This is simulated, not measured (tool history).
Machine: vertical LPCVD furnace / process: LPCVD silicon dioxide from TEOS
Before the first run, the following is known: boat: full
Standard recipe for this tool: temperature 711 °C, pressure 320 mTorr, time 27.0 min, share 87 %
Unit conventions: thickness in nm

run,hour,temperature,pressure,time,share,wafers since the last listed run,hours since the last temperature calibration,hours since the pressure gauge was zeroed,hours since the TEOS flow controller was replaced,hours since the gauge calibration,"read-back reference wafer on the same gauge, thickness",thickness
1,0.0,711,320,27.0,87,0,680.2,2367.1,3740.7,653.2,202.91,255.40
2,32.2,711,320,27.0,87,473,712.4,2399.3,3772.9,685.4,203.07,256.29
3,65.8,718,320,27.0,87,494,746.0,2432.9,3806.5,719.0,202.95,303.15
4,234.1,718,320,27.0,87,2475,914.3,2601.2,3974.8,887.3,203.13,301.35
5,266.6,711,320,27.0,87,478,946.8,2633.7,4007.3,919.8,203.13,257.47
6,318.9,711,320,27.0,87,769,999.1,2686.0,4059.6,972.1,202.96,255.71
7,375.5,711,320,27.0,87,832,1055.7,2742.6,4116.2,1028.7,203.07,257.92
8,438.0,711,320,27.0,87,919,1118.2,2805.1,4178.7,1091.2,202.84,259.29
9,504.9,711,320,27.0,87,983,1185.1,2872.0,4245.6,1158.1,202.94,255.79
# hour 586.3: TEOS flow controller replaced
10,667.2,711,320,27.0,87,2034,1347.4,3034.3,80.9,1320.4,202.96,256.53
11,716.1,711,295,27.0,87,719,1396.3,3083.2,129.8,1369.3,203.16,247.39
12,742.9,711,295,27.0,87,394,1423.1,3110.0,156.6,1396.1,202.95,247.75
13,812.8,711,295,27.0,87,1028,1493.0,3179.9,226.5,1466.0,203.03,246.42
14,861.3,711,365,27.0,87,713,1541.5,3228.4,275.0,1514.5,202.98,276.49
15,916.5,711,365,27.0,87,811,1596.7,3283.6,330.2,1569.7,202.92,273.57
16,979.8,702,345,31.0,81,931,1660.0,3346.9,393.5,1633.0,202.89,240.35
# hour 1052.5: gauge calibrated
# hour 1054.7: pressure gauge zeroed
17,1055.2,720,320,27.0,92,755,1735.4,0.5,468.9,2.7,202.90,316.19
18,1093.6,720,245,31.5,82,564,1773.8,38.9,507.3,41.1,203.09,304.42
19,1132.2,711,375,27.0,87,567,1812.4,77.5,545.9,79.7,202.82,274.66
20,1180.9,706,320,27.0,97,716,1861.1,126.2,594.6,128.4,203.10,236.34
21,1229.8,719,240,33.5,97,719,1910.0,175.1,643.5,177.3,203.00,342.10
# hour 1286.4: thermocouples replaced and temperature profile calibrated
22,1290.5,711,320,27.0,87,539,4.1,235.8,704.2,238.0,202.83,251.43
23,1358.5,711,320,31.0,87,1000,72.1,303.8,772.2,306.0,203.00,289.78
24,1411.5,719,255,27.0,87,779,125.1,356.8,825.2,359.0,202.99,270.25
25,1467.0,711,280,18.0,75,816,180.6,412.3,880.7,414.5,202.96,147.42
26,1507.1,711,320,30.5,80,589,220.7,452.4,920.8,454.6,202.93,275.56
27,1573.6,711,320,27.0,87,978,287.2,518.9,987.3,521.1,202.85,254.57
28,1628.3,711,320,27.0,92,804,341.9,573.6,1042.0,575.8,202.97,262.54
29,1666.1,711,320,27.0,87,555,379.7,611.4,1079.8,613.6,203.12,251.80
30,1788.4,722,320,27.0,87,1798,502.0,733.7,1202.1,735.9,203.04,323.57
31,1845.4,711,320,27.0,87,838,559.0,790.7,1259.1,792.9,203.16,252.20
32,1900.1,711,260,27.0,78,804,613.7,845.4,1313.8,847.6,203.03,217.88

Consider 3 possible next runs. They are alternatives, not a sequence: every one starts from the tool as it was left by run 32. What does each give?
A,1905.3,711,320,19.0,87,76,618.9,850.6,1319.0,852.8,?,?
B,1905.3,704,320,27.0,87,76,618.9,850.6,1319.0,852.8,?,?
C,1905.3,721,350,27.0,87,76,618.9,850.6,1319.0,852.8,?,?

run,"read-back reference wafer on the same gauge, thickness",thickness
A,202.85,180.50
B,202.85,218.51
C,202.85,335.68
What these runs would have given with no unlogged condition in the tool:
run,thickness
A,178.70
B,216.33
C,332.61

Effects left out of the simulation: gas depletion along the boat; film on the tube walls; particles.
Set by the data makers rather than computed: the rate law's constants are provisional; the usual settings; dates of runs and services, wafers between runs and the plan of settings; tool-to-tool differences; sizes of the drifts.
